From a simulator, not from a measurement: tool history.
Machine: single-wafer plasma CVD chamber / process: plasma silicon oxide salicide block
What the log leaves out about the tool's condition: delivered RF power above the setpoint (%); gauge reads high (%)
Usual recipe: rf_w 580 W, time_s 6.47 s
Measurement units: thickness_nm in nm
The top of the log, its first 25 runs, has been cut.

run	hour	rf_w	time_s	wafers since the last listed run	hours since the last RF generator calibration	hours since the showerhead was replaced	hours since the gauge calibration	read-back reference wafer on the same gauge, thickness_nm	thickness_nm
26	2194.4	485	5.27	2108	1066.8	308.1	155.4	71.745	52.317
27	2270.4	640	7.70	1536	1142.8	384.1	231.4	71.804	79.772
28	2322.6	580	5.81	1055	1195.0	436.3	283.6	71.807	59.091
29	2457.3	675	7.07	2722	1329.7	571.0	418.3	71.798	73.509
# hour 2527.2: RF generator calibrated
30	2543.3	650	7.69	1576	16.1	657.0	504.3	71.730	80.635
31	2583.3	580	6.47	808	56.1	697.0	544.3	71.841	66.715
32	2632.2	580	6.47	988	105.0	745.9	593.2	71.781	66.895
33	2702.4	495	6.87	1419	175.2	816.1	663.4	71.774	68.817
34	2770.7	615	5.83	1380	243.5	884.4	731.7	71.757	60.276
35	2838.5	680	7.73	1370	311.3	952.2	799.5	71.761	81.499
36	2895.2	580	6.47	1146	368.0	1008.9	856.2	71.795	65.933
37	2984.2	615	7.52	1799	457.0	1097.9	945.2	71.711	77.664
38	3040.7	685	6.47	1142	513.5	1154.4	1001.7	71.831	68.297
39	3125.7	660	6.47	1718	598.5	1239.4	1086.7	71.761	67.730
40	3230.7	580	7.01	2122	703.5	1344.4	1191.7	71.802	71.874
41	3269.5	580	5.24	784	742.3	1383.2	1230.5	71.797	53.700

Consider 3 possible next runs. They are alternatives, not a sequence: every one starts from the tool as it was left by run 41. What does each give?
A	3269.9	550	6.47	8	742.7	1383.6	1230.9	?	?
B	3269.9	645	6.47	8	742.7	1383.6	1230.9	?	?
C	3269.9	515	6.05	8	742.7	1383.6	1230.9	?	?

run	read-back reference wafer on the same gauge, thickness_nm	thickness_nm
A	71.804	65.397
B	71.804	66.963
C	71.804	60.591
Take away the tool's hidden state, keep each run's random variation, and the runs would have read:
run	thickness_nm
A	65.883
B	67.461
C	61.041
